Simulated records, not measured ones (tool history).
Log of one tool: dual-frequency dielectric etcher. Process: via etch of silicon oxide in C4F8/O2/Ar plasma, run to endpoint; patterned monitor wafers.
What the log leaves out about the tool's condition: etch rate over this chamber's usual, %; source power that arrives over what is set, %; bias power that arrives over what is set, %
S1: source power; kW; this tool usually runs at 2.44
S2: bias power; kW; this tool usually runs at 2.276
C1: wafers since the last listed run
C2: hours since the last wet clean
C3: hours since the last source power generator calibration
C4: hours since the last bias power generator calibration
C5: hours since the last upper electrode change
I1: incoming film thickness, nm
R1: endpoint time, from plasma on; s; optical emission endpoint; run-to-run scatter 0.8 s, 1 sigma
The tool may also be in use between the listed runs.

run	hour	S1	S2	C1	C2	C3	C4	C5	I1	R1
1	0	2.1	2.05	0	27.5	4284.7	3485.5	3271.9	829.9	160.2
2	53.5	2.1	2.05	380	81	4338.2	3539	3325.4	839	162.2
3	90.5	2.44	2.276	263	118	4375.2	3576	3362.4	840	144.7
4	161.2	2.44	2.276	502	188.7	4445.9	3646.7	3433.1	834.2	143
5	217.3	2.72	2.276	399	244.8	4502	3702.8	3489.2	824.8	135.1
6	256.6	2.14	2.276	279	284.1	4541.3	3742.1	3528.5	837.9	151.6
7	357.4	2.14	2.276	716	384.9	4642.1	3842.9	3629.3	835.1	150.2
# hour 384.1: upper electrode replaced
8	446.1	2.14	2.276	460	473.6	4730.8	3931.6	62	835.6	149.4
# hour 511.4: source power generator calibrated
# hour 540.5: wet clean of the chamber
9	541	2.84	2.276	475	0.5	29.6	4026.5	156.9	833.5	128.5
10	604.9	2.18	2.276	454	64.4	93.5	4090.4	220.8	834.8	145
# hour 616.6: bias power generator calibrated
# hour 681.5: wet clean of the chamber, repeated, since the last time left the tool worse
11	682	2.62	2.659	349	0.5	170.6	65.4	297.9	831.8	129.7
12	733.4	2.14	2.452	365	51.9	222	116.8	349.3	838.9	148.7
13	838.9	2.71	1.719	750	157.4	327.5	222.3	454.8	832.4	154.4
14	876.7	2	1.804	268	195.2	365.3	260.1	492.6	839.1	173.4
15	940.8	1.97	2.276	455	259.3	429.4	324.2	556.7	836.2	155.6
16	1043.2	2.44	2.276	728	361.7	531.8	426.6	659.1	838.9	140.7

List, for all runs, the conditions of the tool that the log does not record:
source power that arrives over what is set, %: 0, the same for each run
bias power that arrives over what is set, %: 0, the same for each run
H1: etch rate over this chamber's usual, %
run	H1
1	-0.235
2	0.111
3	0.351
4	0.808
5	1.17
6	1.43
7	2.08
8	2.65
9	5.24
10	5.65
11	0.201
12	0.534
13	1.22
14	1.46
15	1.88
16	2.54
